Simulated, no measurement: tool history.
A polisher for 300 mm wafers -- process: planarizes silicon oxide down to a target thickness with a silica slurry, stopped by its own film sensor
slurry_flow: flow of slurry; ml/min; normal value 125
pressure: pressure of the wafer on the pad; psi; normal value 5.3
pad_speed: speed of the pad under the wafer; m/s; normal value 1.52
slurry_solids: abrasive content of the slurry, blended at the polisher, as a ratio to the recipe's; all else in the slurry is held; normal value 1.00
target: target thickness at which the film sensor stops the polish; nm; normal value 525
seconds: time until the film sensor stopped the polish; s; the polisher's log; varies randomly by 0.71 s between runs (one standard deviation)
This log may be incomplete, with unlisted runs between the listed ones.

run,hour,slurry_flow,pressure,pad_speed,slurry_solids,target,wafers since the last listed run,wafers polished on this pad,hours since the slurry nozzle was cleaned,hours since the head pressure was calibrated,hours since the slurry blender was calibrated,hours since the conditioning disc was replaced,"incoming thickness of the incoming film, nm",seconds
1,0.0,125,6.5,1.52,1.00,525,0,135,138.3,475.2,46.5,20.8,812.6,44.2
2,17.3,125,5.3,1.52,1.00,525,216,352,155.6,492.5,63.8,38.1,813.5,53.4
3,28.7,125,5.3,1.52,1.00,525,142,494,167.0,503.9,75.2,49.5,828.2,56.0
4,35.0,125,5.3,1.52,1.00,525,78,573,173.3,510.2,81.5,55.8,805.0,52.9
5,51.6,125,5.3,1.52,1.00,525,207,781,189.9,526.8,98.1,72.4,823.1,56.9
6,64.2,125,5.3,1.52,1.00,525,157,939,202.5,539.4,110.7,85.0,806.5,51.9
7,78.0,155,5.3,1.52,1.00,525,172,1112,216.3,553.2,124.5,98.8,823.1,54.2
# hour 96.7: head pressure recalibrated
8,97.2,90,5.3,1.52,1.00,525,215,1327,235.5,0.5,143.7,118.0,819.1,61.2
# hour 112.2: worn pad replaced by a new one
# hour 114.8: conditioning disc replaced and pad reconditioned
9,115.3,90,5.3,1.52,1.00,525,151,14,253.6,18.6,161.8,0.5,827.3,57.4
10,119.9,90,5.3,1.52,1.00,525,57,71,258.2,23.2,166.4,5.1,807.2,54.2
11,136.9,125,5.3,1.52,1.25,525,212,284,275.2,40.2,183.4,22.1,821.0,49.4
12,145.2,125,5.3,1.52,1.25,525,103,388,283.5,48.5,191.7,30.4,824.3,51.1
13,155.9,125,6.2,1.32,1.00,525,133,522,294.2,59.2,202.4,41.1,813.4,53.5
# hour 168.3: slurry nozzle cleaned
14,170.8,125,4.2,1.98,0.90,525,174,696,2.5,74.1,217.3,56.0,824.6,56.8
15,187.6,125,5.3,1.70,1.00,525,210,906,19.3,90.9,234.1,72.8,823.9,52.3
16,193.6,125,5.3,1.52,1.00,439,75,981,25.3,96.9,240.1,78.8,815.1,72.6
17,202.8,125,5.3,1.52,1.00,525,115,1097,34.5,106.1,249.3,88.0,816.5,55.4
# hour 205.5: slurry blender recalibrated
18,208.9,105,5.3,1.52,1.00,448,51,1148,40.6,112.2,3.4,94.1,811.1,73.6
19,222.2,125,6.4,1.52,1.10,552,166,1314,53.9,125.5,16.7,107.4,815.8,40.4
# hour 233.6: worn pad replaced by a new one
20,235.4,150,6.0,1.26,1.00,525,115,23,67.1,138.7,29.9,120.6,812.7,51.8
21,252.3,125,5.3,1.52,1.00,525,211,234,84.0,155.6,46.8,137.5,828.7,55.3
# hour 259.3: conditioning disc replaced and pad reconditioned
22,259.8,105,5.3,1.52,1.00,525,68,303,91.5,163.1,54.3,0.5,814.1,56.8
23,270.8,140,5.3,2.02,0.85,525,137,441,102.5,174.1,65.3,11.5,821.0,45.8
24,284.8,125,5.3,1.52,1.00,525,175,616,116.5,188.1,79.3,25.5,808.3,53.1

Give the tool's hidden conditions for every run:
slurry flow missing at the pad, %: 0 on each run
deviation of the head's pressure from its setpoint, %: 0 on each run
abrasive missing from the slurry, %: 0 on each run
time polished since the conditioner stopped cutting, s: 0 on each run
H1: removal rate lost through wear of the pad, %
run,H1
1,2.52
2,4.82
3,5.85
4,6.29
5,7.16
6,7.61
7,7.95
8,8.26
9,1.12
10,2
11,4.47
12,5.32
13,6.17
14,7.02
15,7.64
16,7.8
17,8.01
18,8.12
19,8.3
20,1.22
21,4.1
22,5.01
23,6.06
24,7.01
